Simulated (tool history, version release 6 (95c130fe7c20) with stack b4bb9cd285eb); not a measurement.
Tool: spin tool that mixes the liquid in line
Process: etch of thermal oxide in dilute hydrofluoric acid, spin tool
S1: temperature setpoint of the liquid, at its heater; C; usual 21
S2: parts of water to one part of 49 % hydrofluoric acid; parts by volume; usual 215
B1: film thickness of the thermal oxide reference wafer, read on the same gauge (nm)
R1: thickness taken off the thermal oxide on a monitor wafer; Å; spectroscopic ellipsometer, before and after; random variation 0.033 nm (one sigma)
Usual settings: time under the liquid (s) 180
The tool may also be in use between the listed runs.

run 1 hour=0 | S1=21 S2=215 time_under_the_liquid_(s)=180 | B1=39.968 | R1=30.41
run 2 hour=35.1 | S1=21 S2=165 time_under_the_liquid_(s)=180 | B1=39.989 | R1=42.42
run 3 hour=86.1 | S1=21 S2=165 time_under_the_liquid_(s)=180 | B1=39.987 | R1=41.77
run 4 hour=171.1 | S1=21 S2=215 time_under_the_liquid_(s)=180 | B1=40.025 | R1=30.91
run 5 hour=229.8 | S1=21 S2=295 time_under_the_liquid_(s)=95 | B1=40.026 | R1=10.94
run 6 hour=266.4 | S1=19.5 S2=215 time_under_the_liquid_(s)=180 | B1=40.005 | R1=29.2
run 7 hour=326.5 | S1=19.5 S2=215 time_under_the_liquid_(s)=180 | B1=40.033 | R1=28.67
run 8 hour=358.7 | S1=19.5 S2=215 time_under_the_liquid_(s)=180 | B1=40.001 | R1=28.32
run 9 hour=385 | S1=21 S2=215 time_under_the_liquid_(s)=180 | B1=39.972 | R1=30.44
run 10 hour=435.2 | S1=21 S2=215 time_under_the_liquid_(s)=180 | B1=39.981 | R1=30.54
run 11 hour=479.7 | S1=17.5 S2=215 time_under_the_liquid_(s)=180 | B1=39.988 | R1=26.69
-- hour=544.9 thermometer replaced
run 12 hour=546.9 | S1=17.5 S2=215 time_under_the_liquid_(s)=180 | B1=39.995 | R1=26.44
-- hour=642 hydrofluoric acid flow meter replaced
run 13 hour=748.4 | S1=17.5 S2=215 time_under_the_liquid_(s)=180 | B1=40.004 | R1=27.13
run 14 hour=806.8 | S1=21 S2=215 time_under_the_liquid_(s)=180 | B1=39.972 | R1=30.49
run 15 hour=875.3 | S1=24.5 S2=215 time_under_the_liquid_(s)=180 | B1=40.029 | R1=34.55
run 16 hour=926.8 | S1=21 S2=180 time_under_the_liquid_(s)=180 | B1=39.978 | R1=37.38
run 17 hour=979.9 | S1=21 S2=325 time_under_the_liquid_(s)=180 | B1=39.955 | R1=18
run 18 hour=1039.5 | S1=21 S2=180 time_under_the_liquid_(s)=180 | B1=39.993 | R1=37.55
run 19 hour=1064.7 | S1=19 S2=245 time_under_the_liquid_(s)=180 | B1=39.998 | R1=23.6
-- hour=1098.7 gauge calibrated
run 20 hour=1128.4 | S1=18.5 S2=325 time_under_the_liquid_(s)=110 | B1=39.978 | R1=10.08
run 21 hour=1182.4 | S1=21 S2=245 time_under_the_liquid_(s)=230 | B1=39.988 | R1=32.72
run 22 hour=1247.9 | S1=25.5 S2=215 time_under_the_liquid_(s)=180 | B1=40.006 | R1=36.45
-- hour=1272.2 thermometer replaced
run 23 hour=1312.7 | S1=21 S2=325 time_under_the_liquid_(s)=180 | B1=39.975 | R1=18.58
run 24 hour=1383.7 | S1=17 S2=300 time_under_the_liquid_(s)=180 | B1=40.007 | R1=17.57
run 25 hour=1436 | S1=21 S2=145 time_under_the_liquid_(s)=180 | B1=39.974 | R1=47.9
run 26 hour=1480.7 | S1=21 S2=215 time_under_the_liquid_(s)=180 | B1=39.983 | R1=29.98
run 27 hour=1515.8 | S1=21 S2=215 time_under_the_liquid_(s)=180 | B1=39.967 | R1=30.88
run 28 hour=1639.5 | S1=21 S2=165 time_under_the_liquid_(s)=180 | B1=39.99 | R1=41.21
run 29 hour=1666 | S1=21 S2=215 time_under_the_liquid_(s)=90 | B1=40.013 | R1=15.32
run 30 hour=1694.9 | S1=17 S2=155 time_under_the_liquid_(s)=125 | B1=40.015 | R1=26.6
run 31 hour=1747.4 | S1=17 S2=215 time_under_the_liquid_(s)=135 | B1=40.032 | R1=20.11

Run 32 comes next. What will it give?
run 32 hour=1801.1 | S1=17 S2=215 time_under_the_liquid_(s)=180 | B1=? | R1=?

{"run 32": {"B1": 40.005, "R1": 26.22}}
Without the tool's hidden state the same run would have given R1 26.22 Å.
